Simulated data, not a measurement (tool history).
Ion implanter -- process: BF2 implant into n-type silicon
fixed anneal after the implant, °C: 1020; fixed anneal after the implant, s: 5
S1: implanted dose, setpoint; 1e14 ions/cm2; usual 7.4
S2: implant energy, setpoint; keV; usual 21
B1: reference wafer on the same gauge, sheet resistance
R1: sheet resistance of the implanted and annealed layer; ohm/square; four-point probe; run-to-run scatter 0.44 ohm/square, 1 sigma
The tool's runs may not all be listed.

run	hour	S1	S2	B1	R1
1	0	7.4	21	207.97	217.65
2	32.6	7.4	21	208.04	217.6
3	46.2	7.4	21	207.89	217.87
4	74.2	7.4	21	207.84	217.92
5	100.6	7.4	21	208.02	217.88
6	120.8	7.4	21	208.04	216.98
7	147.6	7.4	21	208	217.76
8	173.7	7.4	21	208	218.28
9	195.3	7.4	21	207.93	218.04
10	225.3	8.64	21	207.94	205.99
11	253.8	7.4	21	208.02	218.03
# hour 276.1: extraction supply calibrated
12	276.6	7.4	15.5	208.09	249.33
13	291.8	7.4	15.5	207.91	247.8
14	320.5	7.4	21	207.96	216.39
# hour 321.1: gauge calibrated
15	335	7.4	21	208.02	217.69
16	351.9	5.55	27.5	208.03	228.19
17	380.1	8.1	21	208.08	209.83
18	458.7	7.4	21	208.2	217.27
19	479.1	8.75	21	208.05	205.04
# hour 501.3: Faraday cup replaced and dose calibrated
20	501.8	7.4	21	208.14	215.22
21	533.8	8.25	14	207.95	251.78
22	552.8	6.71	17.5	207.94	240.96
23	568.5	7.4	21	207.96	214.45
24	583.4	7.4	16.5	207.95	240.21
25	598.4	9.36	24.5	208.08	185.19
26	616.1	8.82	28	207.89	176.42
27	646.7	8.06	21	207.95	208.95
28	663.5	7.4	21	208.04	214.15
29	692.5	5.61	27	207.96	224.04
# hour 709.2: Faraday cup replaced and dose calibrated, repeated, since the last time left the tool worse
30	717.8	9.09	24	208.06	192.34
31	745.2	7.4	21	208.04	220.16
32	766.6	9.39	27.5	208.04	178.42
33	788.2	7.4	26.5	208.07	199.4
34	815.4	7.4	21	207.9	220.02
35	843.8	7.4	21	208.14	220.63
36	873.8	6.63	27	207.89	210.57
37	906.9	5.52	16	208.03	278.51
38	919.4	7.4	21	208.11	220.06

Each row is a separate what-if for the run after 38, all from the same tool condition, not one after another. Results?
A	919.8	7.4	21	?	?
B	919.8	6.48	26	?	?
C	919.8	8.64	17.5	?	?

run	B1	R1
A	207.96	220.16
B	207.96	215.9
C	207.96	227.53
With the hidden condition removed and each run's random variation left untouched, the same runs would have given:
run	R1
A	220.13
B	215.86
C	227.51

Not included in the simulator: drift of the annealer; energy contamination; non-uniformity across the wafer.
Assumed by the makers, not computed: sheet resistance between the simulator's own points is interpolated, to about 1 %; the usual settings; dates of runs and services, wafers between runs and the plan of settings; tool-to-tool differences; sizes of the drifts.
